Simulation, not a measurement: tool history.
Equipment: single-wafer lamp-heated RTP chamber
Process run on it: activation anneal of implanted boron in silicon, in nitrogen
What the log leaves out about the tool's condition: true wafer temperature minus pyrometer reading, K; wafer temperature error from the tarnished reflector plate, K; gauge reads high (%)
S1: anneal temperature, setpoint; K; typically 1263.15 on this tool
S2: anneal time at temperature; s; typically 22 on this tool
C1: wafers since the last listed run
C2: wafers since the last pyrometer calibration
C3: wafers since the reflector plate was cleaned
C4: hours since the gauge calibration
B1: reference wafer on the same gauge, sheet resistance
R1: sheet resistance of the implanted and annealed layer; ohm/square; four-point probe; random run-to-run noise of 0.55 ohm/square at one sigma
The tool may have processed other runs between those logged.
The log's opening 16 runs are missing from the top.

{"run": 17, "day": 51.729, "S1": 1263.15, "S2": 13, "C1": 867, "C2": 1113, "C3": 8819, "C4": 1305.3, "B1": 286.98, "R1": 295.26}
{"run": 18, "day": 55.579, "S1": 1243.15, "S2": 31, "C1": 1652, "C2": 2766, "C3": 10471, "C4": 1397.7, "B1": 287.12, "R1": 299.21}
{"run": 19, "day": 57.617, "S1": 1292.15, "S2": 16, "C1": 874, "C2": 3640, "C3": 11345, "C4": 1446.6, "B1": 286.98, "R1": 291.7}
{"run": 20, "day": 59.629, "S1": 1280.15, "S2": 19, "C1": 863, "C2": 4504, "C3": 12209, "C4": 1494.9, "B1": 286.99, "R1": 290.75}
{"run": 21, "day": 63.896, "S1": 1263.15, "S2": 22, "C1": 1831, "C2": 6335, "C3": 14040, "C4": 1597.3, "B1": 287.11, "R1": 291.92}
{"day": 65.042, "done": "reflector plate cleaned"}
{"run": 22, "day": 66.008, "S1": 1279.15, "S2": 15, "C1": 763, "C2": 7099, "C3": 414, "C4": 1648.0, "B1": 286.92, "R1": 292.76}
{"day": 68.354, "done": "pyrometer window cleaned and pyrometer calibrated"}
{"run": 23, "day": 68.9, "S1": 1240.15, "S2": 17, "C1": 1097, "C2": 233, "C3": 1512, "C4": 1717.4, "B1": 287.04, "R1": 312.16}
{"day": 70.604, "done": "gauge calibrated"}
{"run": 24, "day": 71.654, "S1": 1282.15, "S2": 13, "C1": 1182, "C2": 1415, "C3": 2694, "C4": 25.2, "B1": 287.03, "R1": 293.45}
{"run": 25, "day": 80.204, "S1": 1271.15, "S2": 12, "C1": 3669, "C2": 5085, "C3": 6364, "C4": 230.4, "B1": 286.96, "R1": 293.76}
{"run": 26, "day": 84.25, "S1": 1246.15, "S2": 30, "C1": 1736, "C2": 6821, "C3": 8100, "C4": 327.5, "B1": 286.9, "R1": 297.33}
{"day": 86.875, "done": "pyrometer window cleaned and pyrometer calibrated"}
{"run": 27, "day": 87.975, "S1": 1242.15, "S2": 14, "C1": 1455, "C2": 472, "C3": 9556, "C4": 416.9, "B1": 287.09, "R1": 307.37}
{"run": 28, "day": 91.788, "S1": 1274.15, "S2": 15, "C1": 1636, "C2": 2109, "C3": 11192, "C4": 508.4, "B1": 286.99, "R1": 293.33}
{"run": 29, "day": 93.438, "S1": 1281.15, "S2": 22, "C1": 708, "C2": 2817, "C3": 11900, "C4": 548.0, "B1": 286.89, "R1": 290.32}
{"run": 30, "day": 95.138, "S1": 1263.15, "S2": 9, "C1": 729, "C2": 3546, "C3": 12630, "C4": 588.8, "B1": 286.98, "R1": 296.43}
{"day": 97.375, "done": "reflector plate cleaned"}
{"run": 31, "day": 98.838, "S1": 1263.15, "S2": 22, "C1": 1444, "C2": 4991, "C3": 628, "C4": 677.6, "B1": 287.0, "R1": 295.54}
{"run": 32, "day": 102.071, "S1": 1250.15, "S2": 26, "C1": 1387, "C2": 6379, "C3": 2015, "C4": 755.2, "B1": 287.04, "R1": 296.78}
{"run": 33, "day": 103.683, "S1": 1263.15, "S2": 22, "C1": 692, "C2": 7071, "C3": 2707, "C4": 793.9, "B1": 286.92, "R1": 293.79}
{"day": 106.579, "done": "pyrometer window cleaned and pyrometer calibrated"}
{"run": 34, "day": 107.954, "S1": 1290.15, "S2": 22, "C1": 1689, "C2": 590, "C3": 4397, "C4": 896.4, "B1": 286.96, "R1": 290.86}

3 ways to go on from here, each from the tool as it stands after run 34. What would each give?
{"run": "A", "day": 107.971, "S1": 1263.15, "S2": 22, "C1": 7, "C2": 597, "C3": 4404, "C4": 896.8, "B1": "?", "R1": "?"}
{"run": "B", "day": 107.971, "S1": 1263.15, "S2": 32, "C1": 7, "C2": 597, "C3": 4404, "C4": 896.8, "B1": "?", "R1": "?"}
{"run": "C", "day": 107.971, "S1": 1252.15, "S2": 15, "C1": 7, "C2": 597, "C3": 4404, "C4": 896.8, "B1": "?", "R1": "?"}

run=A B1=287.04 R1=294.60
run=B B1=287.04 R1=293.34
run=C B1=287.04 R1=300.57
Stripped of hidden state, with their random variation kept, the same runs would have yielded:
run=A R1=297.17
run=B R1=295.62
run=C R1=305.62
